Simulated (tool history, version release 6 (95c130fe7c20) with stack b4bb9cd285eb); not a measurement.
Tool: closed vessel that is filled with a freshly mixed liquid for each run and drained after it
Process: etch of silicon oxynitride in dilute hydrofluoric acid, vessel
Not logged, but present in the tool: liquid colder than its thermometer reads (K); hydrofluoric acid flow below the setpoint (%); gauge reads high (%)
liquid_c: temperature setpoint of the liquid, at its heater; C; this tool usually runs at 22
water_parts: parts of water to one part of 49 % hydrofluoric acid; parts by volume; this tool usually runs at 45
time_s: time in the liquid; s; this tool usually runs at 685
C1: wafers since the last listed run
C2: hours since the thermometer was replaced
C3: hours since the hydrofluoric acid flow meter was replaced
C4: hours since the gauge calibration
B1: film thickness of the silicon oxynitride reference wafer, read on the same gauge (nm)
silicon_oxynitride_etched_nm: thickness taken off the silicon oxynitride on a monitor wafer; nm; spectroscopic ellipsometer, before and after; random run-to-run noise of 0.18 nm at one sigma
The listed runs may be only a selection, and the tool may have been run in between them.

Run 1, hour 0: usual settings but liquid_c 19 C; C1 0; C2 1026.9; C3 1054.8; C4 38.8; B1 149.97. Result: silicon_oxynitride_etched_nm 19.7 nm.
Run 2, hour 10.8: usual settings but liquid_c 19 C; C1 837; C2 1037.7; C3 1065.6; C4 49.6; B1 149.98. Result: silicon_oxynitride_etched_nm 19.49 nm.
Run 3, hour 28.1: usual settings; C1 1341; C2 1055; C3 1082.9; C4 66.9; B1 150. Result: silicon_oxynitride_etched_nm 22.85 nm.
Run 4, hour 38.9: usual settings; C1 837; C2 1065.8; C3 1093.7; C4 77.7; B1 150.03. Result: silicon_oxynitride_etched_nm 22.6 nm.
Run 5, hour 47.6: usual settings but liquid_c 23 C; C1 674; C2 1074.5; C3 1102.4; C4 86.4; B1 150.02. Result: silicon_oxynitride_etched_nm 23.81 nm.
Run 6, hour 53.8: usual settings but liquid_c 23 C; C1 480; C2 1080.7; C3 1108.6; C4 92.6; B1 150.04. Result: silicon_oxynitride_etched_nm 23.78 nm.
Run 7, hour 70.7: usual settings; C1 1310; C2 1097.6; C3 1125.5; C4 109.5; B1 150.03. Result: silicon_oxynitride_etched_nm 22.83 nm.
Run 8, hour 84: usual settings; C1 1031; C2 1110.9; C3 1138.8; C4 122.8; B1 150. Result: silicon_oxynitride_etched_nm 22.46 nm.
At hour 91.1: hydrofluoric acid flow meter replaced.
Run 9, hour 99.2: usual settings; C1 1100; C2 1126.1; C3 8.1; C4 138; B1 149.98. Result: silicon_oxynitride_etched_nm 26.15 nm.
Run 10, hour 117: usual settings but liquid_c 24.5 C; C1 1379; C2 1143.9; C3 25.9; C4 155.8; B1 150.05. Result: silicon_oxynitride_etched_nm 29.32 nm.
Run 11, hour 123: usual settings but liquid_c 24.5 C; C1 465; C2 1149.9; C3 31.9; C4 161.8; B1 149.99. Result: silicon_oxynitride_etched_nm 29.15 nm.
Run 12, hour 134: usual settings but liquid_c 24.5 C; C1 852; C2 1160.9; C3 42.9; C4 172.8; B1 150. Result: silicon_oxynitride_etched_nm 29.34 nm.
Run 13, hour 147.5: usual settings but liquid_c 23 C; C1 1046; C2 1174.4; C3 56.4; C4 186.3; B1 150.04. Result: silicon_oxynitride_etched_nm 27.14 nm.
Run 14, hour 162.4: usual settings but liquid_c 24 C; C1 1155; C2 1189.3; C3 71.3; C4 201.2; B1 149.97. Result: silicon_oxynitride_etched_nm 28.49 nm.
At hour 163.5: gauge calibrated.
Run 15, hour 171.3: usual settings but liquid_c 24 C, water_parts 55 parts by volume, time_s 820 s; C1 689; C2 1198.2; C3 80.2; C4 7.8; B1 149.98. Result: silicon_oxynitride_etched_nm 27.46 nm.
At hour 177.7: thermometer replaced.
Run 16, hour 178.7: usual settings but liquid_c 19 C; C1 496; C2 1; C3 87.6; C4 15.2; B1 150.02. Result: silicon_oxynitride_etched_nm 24.52 nm.
Run 17, hour 193.8: usual settings but time_s 375 s; C1 1170; C2 16.1; C3 102.7; C4 30.3; B1 149.97. Result: silicon_oxynitride_etched_nm 15.4 nm.
Run 18, hour 207.4: usual settings but liquid_c 23.5 C, water_parts 50 parts by volume, time_s 865 s; C1 1054; C2 29.7; C3 116.3; C4 43.9; B1 150.02. Result: silicon_oxynitride_etched_nm 34.3 nm.
Run 19, hour 224.6: usual settings but liquid_c 25 C, water_parts 40 parts by volume; C1 1333; C2 46.9; C3 133.5; C4 61.1; B1 150.02. Result: silicon_oxynitride_etched_nm 36.91 nm.
Run 20, hour 241.8: usual settings; C1 1333; C2 64.1; C3 150.7; C4 78.3; B1 150.03. Result: silicon_oxynitride_etched_nm 27.86 nm.
Run 21, hour 254: usual settings but liquid_c 20.5 C, water_parts 50 parts by volume, time_s 815 s; C1 945; C2 76.3; C3 162.9; C4 90.5; B1 150.03. Result: silicon_oxynitride_etched_nm 27.69 nm.
Run 22, hour 260.3: usual settings; C1 488; C2 82.6; C3 169.2; C4 96.8; B1 150.02. Result: silicon_oxynitride_etched_nm 27.71 nm.
Run 23, hour 267.6: usual settings; C1 565; C2 89.9; C3 176.5; C4 104.1; B1 150.01. Result: silicon_oxynitride_etched_nm 28.04 nm.
Run 24, hour 283.1: usual settings but liquid_c 25.5 C, water_parts 65 parts by volume; C1 1201; C2 105.4; C3 192; C4 119.6; B1 150.02. Result: silicon_oxynitride_etched_nm 22.45 nm.
Run 25, hour 295.1: usual settings but liquid_c 26 C; C1 930; C2 117.4; C3 204; C4 131.6; B1 150.02. Result: silicon_oxynitride_etched_nm 33.21 nm.

Alternative continuations, all from the tool just after run 25; predict every row:
Run A, hour 295.9: usual settings but water_parts 40 parts by volume; C1 62; C2 118.2; C3 204.8; C4 132.4; B1 ?. Result: silicon_oxynitride_etched_nm ?.
Run B, hour 295.9: usual settings but time_s 420 s; C1 62; C2 118.2; C3 204.8; C4 132.4; B1 ?. Result: silicon_oxynitride_etched_nm ?.
Run C, hour 295.9: usual settings but time_s 1025 s; C1 62; C2 118.2; C3 204.8; C4 132.4; B1 ?. Result: silicon_oxynitride_etched_nm ?.

run      B1  silicon_oxynitride_etched_nm
  A  149.98                         31.25
  B  149.98                         16.97
  C  149.98                         41.42
With the hidden condition removed and each run's random variation left untouched, the same runs would have given:
run  silicon_oxynitride_etched_nm
  A                         33.51
  B                          18.2
  C                         44.41
